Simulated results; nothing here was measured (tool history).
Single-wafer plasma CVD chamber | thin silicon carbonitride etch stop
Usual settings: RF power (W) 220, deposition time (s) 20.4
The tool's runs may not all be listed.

run,day,RF power (W),deposition time (s),wafers since the last listed run,hours since the last thermocouple change,hours since the last RF generator calibration,hours since the showerhead was replaced,hours since the gauge calibration,"read-back reference wafer on the same gauge, thickness_nm",mean film thickness on the monitor wafer (nm)
1,0,220,20.4,0,1965.3,851,5982.3,1739.9,11.295,13.04
# day 1.871: thermocouple changed; heater temperature recalibrated
2,1.892,220,20.4,1045,0.5,896.4,6027.7,1785.3,11.3,12.934
3,4.154,220,20.4,1517,54.8,950.7,6082,1839.6,11.31,13.046
4,6.912,220,20.4,1850,121,1016.9,6148.2,1905.8,11.299,12.964
5,8.521,220,20.4,1078,159.6,1055.5,6186.8,1944.4,11.311,13.039
6,11.821,220,20.4,2213,238.8,1134.7,6266,2023.6,11.273,12.931
7,13.725,220,20.4,1277,284.5,1180.4,6311.7,2069.3,11.332,12.978
8,17.883,220,20.4,2789,384.3,1280.2,6411.5,2169.1,11.296,12.978
9,21.588,220,18.2,2484,473.2,1369.1,6500.4,2258,11.331,11.502
# day 24.588: showerhead replaced, of another model than before
10,26.05,220,18.2,2769,580.3,1476.2,35.1,2365.1,11.325,11.317
11,28.675,220,18.2,1760,643.3,1539.2,98.1,2428.1,11.286,11.394
12,31.596,220,20.4,1959,713.4,1609.3,168.2,2498.2,11.309,12.739
13,34.346,220,22.8,1844,779.4,1675.3,234.2,2564.2,11.27,14.207
14,37.996,220,22.8,2448,867,1762.9,321.8,2651.8,11.308,14.209
15,39.642,220,20.4,1103,906.5,1802.4,361.3,2691.3,11.338,12.736
16,42.4,265,16.4,1850,972.7,1868.6,427.5,2757.5,11.293,11.263
17,55.738,200,22.8,8946,1292.8,2188.7,747.6,3077.6,11.278,13.446
18,58.846,220,23.4,2084,1367.4,2263.3,822.2,3152.2,11.315,14.453
19,61.867,245,22.6,2026,1439.9,2335.8,894.7,3224.7,11.318,14.902
20,63.638,185,23.4,1187,1482.4,2378.3,937.2,3267.2,11.275,13.352
21,65.554,260,20.4,1285,1528.4,2424.3,983.2,3313.2,11.32,13.705
# day 72.054: gauge calibrated
# day 72.6: RF generator calibrated
22,76.958,250,17.1,7425,1802.1,104.6,1256.9,117.7,11.292,11.902
23,79.492,250,17.1,1699,1862.9,165.4,1317.7,178.5,11.293,11.651
24,82.096,255,20.4,1746,1925.4,227.9,1380.2,241,11.322,13.996
# day 84.554: thermocouple changed; heater temperature recalibrated
25,85.692,220,20.4,2188,27.3,314.2,1466.5,327.3,11.282,12.992
26,88.492,200,17.1,1878,94.5,381.4,1533.7,394.5,11.287,10.374
27,90.754,220,20.4,1517,148.8,435.7,1588,448.8,11.301,12.941
28,96.708,220,22.9,3993,291.7,578.6,1730.9,591.7,11.301,14.561
29,98.742,220,20.4,1363,340.5,627.4,1779.7,640.5,11.293,12.861
30,102.121,220,20.4,2266,421.6,708.5,1860.8,721.6,11.307,12.962
31,106.217,185,19.3,2747,519.9,806.8,1959.1,819.9,11.314,11.081
32,108.567,220,22.9,1576,576.3,863.2,2015.5,876.3,11.318,14.375
33,110.775,220,20.4,1481,629.3,916.2,2068.5,929.3,11.315,12.831
34,113.875,195,23.3,2079,703.7,990.6,2142.9,1003.7,11.283,13.791

Forecast each of these 5 alternatives for the next run:
A,113.892,220,20.4,11,704.1,991,2143.3,1004.1,?,?
B,113.892,240,20.4,11,704.1,991,2143.3,1004.1,?,?
C,113.892,205,18.5,11,704.1,991,2143.3,1004.1,?,?
D,113.892,220,16.3,11,704.1,991,2143.3,1004.1,?,?
E,113.892,205,23.6,11,704.1,991,2143.3,1004.1,?,?

run,"read-back reference wafer on the same gauge, thickness_nm",mean film thickness on the monitor wafer (nm)
A,11.334,12.805
B,11.334,13.365
C,11.334,11.194
D,11.334,10.231
E,11.334,14.28
Without the tool's hidden state the same runs would have given:
run,mean film thickness on the monitor wafer (nm)
A,13.234
B,13.812
C,11.569
D,10.574
E,14.758
